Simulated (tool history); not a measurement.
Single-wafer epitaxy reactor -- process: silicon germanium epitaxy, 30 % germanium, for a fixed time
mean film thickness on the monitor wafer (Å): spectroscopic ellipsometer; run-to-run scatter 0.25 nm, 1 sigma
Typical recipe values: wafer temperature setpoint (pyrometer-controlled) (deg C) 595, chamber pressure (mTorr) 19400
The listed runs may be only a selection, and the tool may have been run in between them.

| run | hour | wafer temperature setpoint (pyrometer-controlled) (deg C) | chamber pressure (mTorr) | read-back reference wafer on the same gauge, thickness_nm | mean film thickness on the monitor wafer (Å) |
|---|---|---|---|---|---|
| 1 | 0.0 | 595 | 19400 | 47.882 | 530.22 |
| 2 | 26.8 | 595 | 19400 | 47.718 | 534.96 |
| 3 | 55.4 | 595 | 19400 | 47.624 | 532.42 |
| 4 | 80.7 | 595 | 19400 | 47.698 | 536.71 |
| 5 | 100.3 | 595 | 19400 | 47.683 | 533.79 |
| 6 | 122.9 | 595 | 19400 | 47.547 | 531.37 |
| 7 | 139.1 | 595 | 19400 | 47.582 | 527.02 |
| 8 | 171.7 | 595 | 16200 | 47.436 | 504.08 |
| 9 | 199.4 | 595 | 16200 | 47.407 | 501.88 |
|  | 220.7 | gauge calibrated |
|  | 229.3 | showerhead replaced |
| 10 | 229.8 | 595 | 19400 | 49.097 | 547.40 |
| 11 | 246.7 | 595 | 19400 | 49.150 | 551.09 |
| 12 | 266.8 | 595 | 19400 | 48.997 | 545.81 |
| 13 | 290.0 | 595 | 19400 | 48.890 | 547.86 |
| 14 | 313.6 | 595 | 19400 | 48.934 | 545.45 |
|  | 322.6 | pyrometer calibrated |
|  | 325.8 | capacitance manometer re-zeroed and calibrated |
| 15 | 396.3 | 590 | 19400 | 48.762 | 489.24 |
| 16 | 414.6 | 590 | 19400 | 48.827 | 494.90 |
| 17 | 429.2 | 595 | 19400 | 48.822 | 541.85 |
| 18 | 459.7 | 607 | 16400 | 48.524 | 655.12 |
| 19 | 484.8 | 595 | 19400 | 48.525 | 544.21 |
| 20 | 519.0 | 595 | 19400 | 48.602 | 538.15 |
| 21 | 554.3 | 589 | 23400 | 48.555 | 507.45 |
| 22 | 584.4 | 602 | 17300 | 48.409 | 600.27 |
| 23 | 598.7 | 595 | 19400 | 48.386 | 543.16 |
| 24 | 619.4 | 588 | 17100 | 48.413 | 453.94 |
| 25 | 688.1 | 595 | 18000 | 48.254 | 529.83 |
| 26 | 712.3 | 583 | 14800 | 48.215 | 392.41 |
| 27 | 736.9 | 595 | 19400 | 48.158 | 541.23 |
| 28 | 769.4 | 602 | 22100 | 48.188 | 640.43 |
| 29 | 783.0 | 589 | 15900 | 48.047 | 452.52 |
| 30 | 803.2 | 595 | 19400 | 48.120 | 536.71 |
| 31 | 829.8 | 585 | 20700 | 48.049 | 450.66 |
| 32 | 850.7 | 600 | 20800 | 48.038 | 601.78 |
| 33 | 870.7 | 586 | 21700 | 47.884 | 464.14 |
| 34 | 887.0 | 582 | 19400 | 47.929 | 410.47 |
| 35 | 907.4 | 589 | 19400 | 47.917 | 478.20 |
| 36 | 922.9 | 595 | 19400 | 47.846 | 532.78 |

3 options for the next run, each taken on its own from the tool as it stands now. Forecast them:
| A | 923.3 | 595 | 17400 | ? | ? |
| B | 923.3 | 589 | 14900 | ? | ? |
| C | 923.3 | 605 | 23300 | ? | ? |

| run | read-back reference wafer on the same gauge, thickness_nm | mean film thickness on the monitor wafer (Å) |
|---|---|---|
| A | 47.875 | 515.76 |
| B | 47.875 | 437.49 |
| C | 47.875 | 685.81 |
With no hidden state in the tool, these same runs would have given:
| run | mean film thickness on the monitor wafer (Å) |
|---|---|
| A | 532.29 |
| B | 451.51 |
| C | 707.78 |
